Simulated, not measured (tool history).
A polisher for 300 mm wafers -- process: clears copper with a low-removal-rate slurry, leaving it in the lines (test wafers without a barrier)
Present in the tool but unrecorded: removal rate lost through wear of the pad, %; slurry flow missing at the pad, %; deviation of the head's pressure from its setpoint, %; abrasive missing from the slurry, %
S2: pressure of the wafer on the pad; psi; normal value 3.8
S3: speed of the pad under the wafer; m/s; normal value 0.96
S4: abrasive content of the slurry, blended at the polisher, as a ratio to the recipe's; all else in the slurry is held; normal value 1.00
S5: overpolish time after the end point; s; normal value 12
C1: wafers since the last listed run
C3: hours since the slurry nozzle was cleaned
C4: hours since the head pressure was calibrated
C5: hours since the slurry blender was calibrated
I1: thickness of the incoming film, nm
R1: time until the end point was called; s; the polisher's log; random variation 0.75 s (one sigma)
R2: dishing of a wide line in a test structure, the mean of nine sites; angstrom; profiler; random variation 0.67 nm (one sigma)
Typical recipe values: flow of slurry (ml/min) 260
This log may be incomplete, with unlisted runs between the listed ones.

{"run": 1, "hour": 0.0, "flow of slurry (ml/min)": 260, "S2": 3.8, "S3": 0.96, "S4": 1.0, "S5": 12, "C1": 0, "wafers polished on this pad": 283, "C3": 106.4, "C4": 231.2, "C5": 226.9, "I1": 321.7, "R1": 84.3, "R2": 377}
{"run": 2, "hour": 49.2, "flow of slurry (ml/min)": 260, "S2": 3.8, "S3": 0.96, "S4": 1.0, "S5": 12, "C1": 266, "wafers polished on this pad": 550, "C3": 155.6, "C4": 280.4, "C5": 276.1, "I1": 323.9, "R1": 85.5, "R2": 389}
{"run": 3, "hour": 75.7, "flow of slurry (ml/min)": 330, "S2": 3.8, "S3": 0.96, "S4": 1.0, "S5": 12, "C1": 143, "wafers polished on this pad": 693, "C3": 182.1, "C4": 306.9, "C5": 302.6, "I1": 315.2, "R1": 81.1, "R2": 393}
{"run": 4, "hour": 114.0, "flow of slurry (ml/min)": 330, "S2": 3.8, "S3": 0.96, "S4": 1.0, "S5": 12, "C1": 207, "wafers polished on this pad": 901, "C3": 220.4, "C4": 345.2, "C5": 340.9, "I1": 321.5, "R1": 82.9, "R2": 378}
{"hour": 131.3, "done": "worn pad replaced by a new one"}
{"hour": 219.8, "done": "slurry blender recalibrated"}
{"run": 5, "hour": 220.3, "flow of slurry (ml/min)": 260, "S2": 3.8, "S3": 0.96, "S4": 1.0, "S5": 12, "C1": 544, "wafers polished on this pad": 471, "C3": 326.7, "C4": 451.5, "C5": 0.5, "I1": 314.7, "R1": 82.7, "R2": 375}
{"run": 6, "hour": 249.1, "flow of slurry (ml/min)": 260, "S2": 3.8, "S3": 0.96, "S4": 1.0, "S5": 12, "C1": 156, "wafers polished on this pad": 628, "C3": 355.5, "C4": 480.3, "C5": 29.3, "I1": 317.9, "R1": 84.7, "R2": 380}
{"hour": 294.6, "done": "head pressure recalibrated"}
{"hour": 316.6, "done": "worn pad replaced by a new one"}
{"run": 7, "hour": 320.2, "flow of slurry (ml/min)": 260, "S2": 3.8, "S3": 0.96, "S4": 1.0, "S5": 12, "C1": 353, "wafers polished on this pad": 19, "C3": 426.6, "C4": 25.6, "C5": 100.4, "I1": 322.1, "R1": 85.2, "R2": 389}
{"run": 8, "hour": 367.3, "flow of slurry (ml/min)": 210, "S2": 3.8, "S3": 0.96, "S4": 1.0, "S5": 12, "C1": 255, "wafers polished on this pad": 275, "C3": 473.7, "C4": 72.7, "C5": 147.5, "I1": 320.5, "R1": 86.4, "R2": 374}
{"hour": 380.1, "done": "slurry nozzle cleaned"}
{"run": 9, "hour": 413.0, "flow of slurry (ml/min)": 225, "S2": 2.7, "S3": 0.96, "S4": 1.0, "S5": 18, "C1": 242, "wafers polished on this pad": 517, "C3": 32.9, "C4": 118.4, "C5": 193.2, "I1": 317.8, "R1": 118.6, "R2": 392}
{"run": 10, "hour": 445.6, "flow of slurry (ml/min)": 260, "S2": 4.2, "S3": 0.78, "S4": 1.0, "S5": 12, "C1": 176, "wafers polished on this pad": 694, "C3": 65.5, "C4": 151.0, "C5": 225.8, "I1": 321.1, "R1": 91.2, "R2": 372}
{"hour": 463.8, "done": "worn pad replaced by a new one"}
{"run": 11, "hour": 474.5, "flow of slurry (ml/min)": 175, "S2": 3.8, "S3": 0.96, "S4": 1.3, "S5": 7, "C1": 135, "wafers polished on this pad": 58, "C3": 94.4, "C4": 179.9, "C5": 254.7, "I1": 319.6, "R1": 84.1, "R2": 233}
{"run": 12, "hour": 511.0, "flow of slurry (ml/min)": 260, "S2": 4.3, "S3": 0.96, "S4": 1.0, "S5": 12, "C1": 198, "wafers polished on this pad": 256, "C3": 130.9, "C4": 216.4, "C5": 291.2, "I1": 322.8, "R1": 76.0, "R2": 433}
{"run": 13, "hour": 552.6, "flow of slurry (ml/min)": 260, "S2": 3.8, "S3": 0.96, "S4": 1.0, "S5": 12, "C1": 225, "wafers polished on this pad": 481, "C3": 172.5, "C4": 258.0, "C5": 332.8, "I1": 323.9, "R1": 86.0, "R2": 383}
{"run": 14, "hour": 582.9, "flow of slurry (ml/min)": 180, "S2": 4.6, "S3": 0.66, "S4": 1.0, "S5": 15, "C1": 164, "wafers polished on this pad": 646, "C3": 202.8, "C4": 288.3, "C5": 363.1, "I1": 312.8, "R1": 96.2, "R2": 409}

4 options for the next run, each taken on its own from the tool as it stands now. Forecast them:
{"run": "A", "hour": 583.3, "flow of slurry (ml/min)": 260, "S2": 3.8, "S3": 0.7, "S4": 1.0, "S5": 12, "C1": 2, "wafers polished on this pad": 648, "C3": 203.2, "C4": 288.7, "C5": 363.5, "I1": 319.6, "R1": "?", "R2": "?"}
{"run": "B", "hour": 583.3, "flow of slurry (ml/min)": 260, "S2": 4.9, "S3": 0.96, "S4": 1.25, "S5": 12, "C1": 2, "wafers polished on this pad": 648, "C3": 203.2, "C4": 288.7, "C5": 363.5, "I1": 319.6, "R1": "?", "R2": "?"}
{"run": "C", "hour": 583.3, "flow of slurry (ml/min)": 260, "S2": 3.0, "S3": 0.96, "S4": 0.85, "S5": 12, "C1": 2, "wafers polished on this pad": 648, "C3": 203.2, "C4": 288.7, "C5": 363.5, "I1": 319.6, "R1": "?", "R2": "?"}
{"run": "D", "hour": 583.3, "flow of slurry (ml/min)": 195, "S2": 2.9, "S3": 0.96, "S4": 1.15, "S5": 16, "C1": 2, "wafers polished on this pad": 648, "C3": 203.2, "C4": 288.7, "C5": 363.5, "I1": 319.6, "R1": "?", "R2": "?"}

run=A R1=107.2 R2=309
run=B R1=63.3 R2=498
run=C R1=110.8 R2=298
run=D R1=112.9 R2=378
With no hidden state in the tool, these same runs would have given:
run=A R1=107.2 R2=309
run=B R1=63.3 R2=498
run=C R1=110.8 R2=298
run=D R1=112.9 R2=378
